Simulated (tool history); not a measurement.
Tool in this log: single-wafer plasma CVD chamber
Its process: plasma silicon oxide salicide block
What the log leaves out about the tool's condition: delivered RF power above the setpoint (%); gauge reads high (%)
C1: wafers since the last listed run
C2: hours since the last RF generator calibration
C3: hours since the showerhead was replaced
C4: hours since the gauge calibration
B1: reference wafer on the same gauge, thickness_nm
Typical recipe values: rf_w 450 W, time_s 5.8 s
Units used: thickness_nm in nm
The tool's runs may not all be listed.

{"run": 1, "hour": 0.0, "rf_w": 380, "time_s": 5.8, "C1": 0, "C2": 1527.7, "C3": 5647.1, "C4": 83.3, "B1": 64.022, "thickness_nm": 52.598}
{"run": 2, "hour": 16.5, "rf_w": 405, "time_s": 5.8, "C1": 266, "C2": 1544.2, "C3": 5663.6, "C4": 99.8, "B1": 63.995, "thickness_nm": 53.457}
{"run": 3, "hour": 28.3, "rf_w": 405, "time_s": 5.8, "C1": 190, "C2": 1556, "C3": 5675.4, "C4": 111.6, "B1": 64.011, "thickness_nm": 53.281}
{"run": 4, "hour": 60.0, "rf_w": 405, "time_s": 5.8, "C1": 512, "C2": 1587.7, "C3": 5707.1, "C4": 143.3, "B1": 64.014, "thickness_nm": 53.344}
{"run": 5, "hour": 73.9, "rf_w": 450, "time_s": 4.91, "C1": 224, "C2": 1601.6, "C3": 5721, "C4": 157.2, "B1": 63.987, "thickness_nm": 46.292}
{"run": 6, "hour": 88.2, "rf_w": 450, "time_s": 4.91, "C1": 231, "C2": 1615.9, "C3": 5735.3, "C4": 171.5, "B1": 63.998, "thickness_nm": 46.196}
{"run": 7, "hour": 94.7, "rf_w": 450, "time_s": 4.91, "C1": 105, "C2": 1622.4, "C3": 5741.8, "C4": 178, "B1": 63.965, "thickness_nm": 46.21}
{"run": 8, "hour": 111.8, "rf_w": 450, "time_s": 5.8, "C1": 276, "C2": 1639.5, "C3": 5758.9, "C4": 195.1, "B1": 63.987, "thickness_nm": 54.66}
{"run": 9, "hour": 123.2, "rf_w": 450, "time_s": 5.8, "C1": 184, "C2": 1650.9, "C3": 5770.3, "C4": 206.5, "B1": 64.019, "thickness_nm": 54.591}
{"run": 10, "hour": 137.3, "rf_w": 450, "time_s": 5.8, "C1": 228, "C2": 1665, "C3": 5784.4, "C4": 220.6, "B1": 63.998, "thickness_nm": 54.428}
{"run": 11, "hour": 146.6, "rf_w": 450, "time_s": 5.8, "C1": 150, "C2": 1674.3, "C3": 5793.7, "C4": 229.9, "B1": 64.007, "thickness_nm": 54.552}
{"run": 12, "hour": 156.6, "rf_w": 450, "time_s": 5.8, "C1": 161, "C2": 1684.3, "C3": 5803.7, "C4": 239.9, "B1": 64.046, "thickness_nm": 54.627}
{"run": 13, "hour": 172.8, "rf_w": 450, "time_s": 5.8, "C1": 262, "C2": 1700.5, "C3": 5819.9, "C4": 256.1, "B1": 63.99, "thickness_nm": 54.723}
{"run": 14, "hour": 188.6, "rf_w": 450, "time_s": 5.8, "C1": 255, "C2": 1716.3, "C3": 5835.7, "C4": 271.9, "B1": 63.965, "thickness_nm": 54.614}
{"run": 15, "hour": 202.4, "rf_w": 450, "time_s": 5.8, "C1": 223, "C2": 1730.1, "C3": 5849.5, "C4": 285.7, "B1": 63.979, "thickness_nm": 54.468}
{"run": 16, "hour": 209.2, "rf_w": 450, "time_s": 5.8, "C1": 110, "C2": 1736.9, "C3": 5856.3, "C4": 292.5, "B1": 63.959, "thickness_nm": 54.504}
{"run": 17, "hour": 218.1, "rf_w": 450, "time_s": 5.8, "C1": 143, "C2": 1745.8, "C3": 5865.2, "C4": 301.4, "B1": 64.018, "thickness_nm": 54.473}
{"run": 18, "hour": 231.2, "rf_w": 450, "time_s": 5.8, "C1": 211, "C2": 1758.9, "C3": 5878.3, "C4": 314.5, "B1": 63.999, "thickness_nm": 54.586}
{"run": 19, "hour": 247.6, "rf_w": 450, "time_s": 5.8, "C1": 265, "C2": 1775.3, "C3": 5894.7, "C4": 330.9, "B1": 63.978, "thickness_nm": 54.44}
{"run": 20, "hour": 255.7, "rf_w": 450, "time_s": 4.91, "C1": 131, "C2": 1783.4, "C3": 5902.8, "C4": 339, "B1": 64.011, "thickness_nm": 46.232}
{"hour": 264.5, "done": "RF generator calibrated"}
{"run": 21, "hour": 269.3, "rf_w": 525, "time_s": 6.89, "C1": 90, "C2": 4.8, "C3": 5916.4, "C4": 352.6, "B1": 64.003, "thickness_nm": 68.385}
{"run": 22, "hour": 282.4, "rf_w": 450, "time_s": 5.8, "C1": 211, "C2": 17.9, "C3": 5929.5, "C4": 365.7, "B1": 63.994, "thickness_nm": 55.521}
{"run": 23, "hour": 299.8, "rf_w": 450, "time_s": 5.8, "C1": 281, "C2": 35.3, "C3": 5946.9, "C4": 383.1, "B1": 63.98, "thickness_nm": 55.546}
{"run": 24, "hour": 308.4, "rf_w": 400, "time_s": 5.14, "C1": 139, "C2": 43.9, "C3": 5955.5, "C4": 391.7, "B1": 64.003, "thickness_nm": 48.013}
{"hour": 312.1, "done": "gauge calibrated"}
{"run": 25, "hour": 325.4, "rf_w": 450, "time_s": 4.91, "C1": 275, "C2": 60.9, "C3": 5972.5, "C4": 13.3, "B1": 64.003, "thickness_nm": 47.062}
{"run": 26, "hour": 331.9, "rf_w": 530, "time_s": 5.8, "C1": 105, "C2": 67.4, "C3": 5979, "C4": 19.8, "B1": 64.011, "thickness_nm": 57.667}
{"run": 27, "hour": 343.4, "rf_w": 450, "time_s": 4.94, "C1": 186, "C2": 78.9, "C3": 5990.5, "C4": 31.3, "B1": 64.036, "thickness_nm": 47.227}
{"run": 28, "hour": 352.8, "rf_w": 405, "time_s": 5.8, "C1": 152, "C2": 88.3, "C3": 5999.9, "C4": 40.7, "B1": 63.982, "thickness_nm": 54.175}
{"run": 29, "hour": 367.8, "rf_w": 365, "time_s": 5.22, "C1": 242, "C2": 103.3, "C3": 6014.9, "C4": 55.7, "B1": 64.023, "thickness_nm": 47.555}
{"hour": 386.3, "done": "showerhead replaced"}
{"run": 30, "hour": 386.8, "rf_w": 450, "time_s": 5.8, "C1": 177, "C2": 122.3, "C3": 0.5, "C4": 74.7, "B1": 63.984, "thickness_nm": 55.409}
{"run": 31, "hour": 398.4, "rf_w": 365, "time_s": 4.78, "C1": 187, "C2": 133.9, "C3": 12.1, "C4": 86.3, "B1": 63.987, "thickness_nm": 43.536}
{"run": 32, "hour": 413.6, "rf_w": 385, "time_s": 5.8, "C1": 245, "C2": 149.1, "C3": 27.3, "C4": 101.5, "B1": 64.013, "thickness_nm": 53.446}
{"run": 33, "hour": 423.7, "rf_w": 450, "time_s": 6.26, "C1": 163, "C2": 159.2, "C3": 37.4, "C4": 111.6, "B1": 64.003, "thickness_nm": 59.837}
{"run": 34, "hour": 439.2, "rf_w": 520, "time_s": 4.77, "C1": 250, "C2": 174.7, "C3": 52.9, "C4": 127.1, "B1": 63.997, "thickness_nm": 47.026}
{"run": 35, "hour": 475.6, "rf_w": 450, "time_s": 5.8, "C1": 588, "C2": 211.1, "C3": 89.3, "C4": 163.5, "B1": 63.97, "thickness_nm": 55.469}
{"run": 36, "hour": 485.3, "rf_w": 415, "time_s": 4.88, "C1": 156, "C2": 220.8, "C3": 99, "C4": 173.2, "B1": 64.035, "thickness_nm": 45.592}
{"run": 37, "hour": 498.5, "rf_w": 450, "time_s": 6.32, "C1": 213, "C2": 234, "C3": 112.2, "C4": 186.4, "B1": 63.962, "thickness_nm": 60.122}
{"run": 38, "hour": 508.7, "rf_w": 365, "time_s": 4.81, "C1": 165, "C2": 244.2, "C3": 122.4, "C4": 196.6, "B1": 64, "thickness_nm": 43.748}
{"run": 39, "hour": 521.2, "rf_w": 450, "time_s": 5.8, "C1": 202, "C2": 256.7, "C3": 134.9, "C4": 209.1, "B1": 63.995, "thickness_nm": 55.244}

Consider 5 possible next runs. They are alternatives, not a sequence: every one starts from the tool as it was left by run 39. What does each give?
{"run": "A", "hour": 521.6, "rf_w": 450, "time_s": 4.8, "C1": 6, "C2": 257.1, "C3": 135.3, "C4": 209.5, "B1": "?", "thickness_nm": "?"}
{"run": "B", "hour": 521.6, "rf_w": 485, "time_s": 4.7, "C1": 6, "C2": 257.1, "C3": 135.3, "C4": 209.5, "B1": "?", "thickness_nm": "?"}
{"run": "C", "hour": 521.6, "rf_w": 525, "time_s": 5.8, "C1": 6, "C2": 257.1, "C3": 135.3, "C4": 209.5, "B1": "?", "thickness_nm": "?"}
{"run": "D", "hour": 521.6, "rf_w": 485, "time_s": 5.1, "C1": 6, "C2": 257.1, "C3": 135.3, "C4": 209.5, "B1": "?", "thickness_nm": "?"}
{"run": "E", "hour": 521.6, "rf_w": 425, "time_s": 6.11, "C1": 6, "C2": 257.1, "C3": 135.3, "C4": 209.5, "B1": "?", "thickness_nm": "?"}

run=A B1=63.996 thickness_nm=45.758
run=B B1=63.996 thickness_nm=45.588
run=C B1=63.996 thickness_nm=57.317
run=D B1=63.996 thickness_nm=49.468
run=E B1=63.996 thickness_nm=57.492
Stripped of hidden state, with their random variation kept, the same runs would have yielded:
run=A thickness_nm=46.113
run=B thickness_nm=45.942
run=C thickness_nm=57.762
run=D thickness_nm=49.852
run=E thickness_nm=57.939

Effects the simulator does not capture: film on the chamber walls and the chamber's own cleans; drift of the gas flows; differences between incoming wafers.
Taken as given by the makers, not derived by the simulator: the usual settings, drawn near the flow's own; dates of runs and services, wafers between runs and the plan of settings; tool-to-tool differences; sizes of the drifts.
